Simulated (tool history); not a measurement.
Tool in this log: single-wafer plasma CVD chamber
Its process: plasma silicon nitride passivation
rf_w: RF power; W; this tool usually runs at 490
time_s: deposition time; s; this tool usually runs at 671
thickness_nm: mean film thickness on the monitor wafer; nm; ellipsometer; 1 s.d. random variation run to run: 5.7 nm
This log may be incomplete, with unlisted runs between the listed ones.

| run | hour | rf_w | time_s | read-back reference wafer on the same gauge, thickness_nm | thickness_nm |
|---|---|---|---|---|---|
| 1 | 0.0 | 490 | 671 | 980.392 | 1036.546 |
| 2 | 54.4 | 490 | 671 | 979.951 | 1036.108 |
| 3 | 138.9 | 490 | 671 | 980.931 | 1034.997 |
| 4 | 236.7 | 490 | 671 | 980.443 | 1034.872 |
| 5 | 292.0 | 490 | 671 | 979.167 | 1029.349 |
| 6 | 399.1 | 490 | 671 | 980.218 | 1034.601 |
| 7 | 481.4 | 490 | 671 | 980.684 | 1026.906 |
| 8 | 525.9 | 490 | 671 | 980.349 | 1037.580 |
| 9 | 625.9 | 440 | 601 | 980.456 | 887.098 |
| 10 | 720.7 | 440 | 601 | 979.913 | 886.465 |
| 11 | 803.5 | 440 | 601 | 979.785 | 887.912 |
| 12 | 878.6 | 490 | 671 | 980.193 | 1019.287 |
| 13 | 976.7 | 490 | 671 | 980.215 | 1023.499 |
| 14 | 1031.5 | 490 | 671 | 979.084 | 1016.994 |
|  | 1107.7 | RF generator calibrated |
| 15 | 1109.5 | 490 | 671 | 979.654 | 1047.084 |
|  | 1124.9 | gauge calibrated |
| 16 | 1151.5 | 490 | 671 | 979.744 | 1043.183 |
| 17 | 1238.1 | 490 | 671 | 979.152 | 1036.746 |
| 18 | 1354.7 | 490 | 671 | 979.517 | 1041.801 |
| 19 | 1442.4 | 490 | 671 | 979.418 | 1039.612 |
| 20 | 1540.9 | 545 | 587 | 979.755 | 937.378 |
| 21 | 1577.5 | 490 | 671 | 980.848 | 1041.786 |
| 22 | 1672.1 | 490 | 671 | 979.958 | 1039.394 |
| 23 | 1774.4 | 490 | 671 | 980.647 | 1043.186 |
| 24 | 1822.4 | 400 | 759 | 979.265 | 1092.637 |
|  | 1844.8 | showerhead replaced |
| 25 | 1911.8 | 405 | 632 | 979.661 | 913.946 |
| 26 | 1953.5 | 490 | 671 | 979.107 | 1036.141 |
| 27 | 2025.9 | 525 | 631 | 980.364 | 1000.601 |
| 28 | 2131.9 | 490 | 671 | 981.750 | 1026.304 |
| 29 | 2228.5 | 580 | 570 | 979.802 | 939.507 |
| 30 | 2281.3 | 435 | 793 | 979.390 | 1166.159 |
| 31 | 2323.6 | 545 | 587 | 979.457 | 931.284 |
| 32 | 2379.2 | 410 | 718 | 979.784 | 1036.974 |
| 33 | 2425.9 | 520 | 624 | 981.002 | 971.593 |
| 34 | 2497.5 | 550 | 777 | 980.437 | 1231.087 |
| 35 | 2605.0 | 535 | 786 | 978.615 | 1244.934 |
| 36 | 2642.9 | 430 | 728 | 978.769 | 1069.047 |
| 37 | 2736.7 | 490 | 671 | 979.356 | 1026.403 |
| 38 | 2835.9 | 550 | 619 | 979.761 | 982.584 |

List, for all runs, the conditions of the tool that the log does not record:
gauge reads high (%): 0 in every run
H1: delivered RF power above the setpoint (%)
| run | H1 |
|---|---|
| 1 | -2.75 |
| 2 | -2.95 |
| 3 | -3.27 |
| 4 | -3.67 |
| 5 | -3.91 |
| 6 | -4.42 |
| 7 | -4.83 |
| 8 | -5.07 |
| 9 | -5.62 |
| 10 | -6.18 |
| 11 | -6.7 |
| 12 | -7.19 |
| 13 | -7.86 |
| 14 | -8.25 |
| 15 | -2.14 |
| 16 | -2.14 |
| 17 | -2.17 |
| 18 | -2.25 |
| 19 | -2.34 |
| 20 | -2.48 |
| 21 | -2.54 |
| 22 | -2.72 |
| 23 | -2.95 |
| 24 | -3.08 |
| 25 | -3.32 |
| 26 | -3.45 |
| 27 | -3.69 |
| 28 | -4.06 |
| 29 | -4.44 |
| 30 | -4.67 |
| 31 | -4.85 |
| 32 | -5.11 |
| 33 | -5.33 |
| 34 | -5.69 |
| 35 | -6.26 |
| 36 | -6.47 |
| 37 | -7.01 |
| 38 | -7.62 |

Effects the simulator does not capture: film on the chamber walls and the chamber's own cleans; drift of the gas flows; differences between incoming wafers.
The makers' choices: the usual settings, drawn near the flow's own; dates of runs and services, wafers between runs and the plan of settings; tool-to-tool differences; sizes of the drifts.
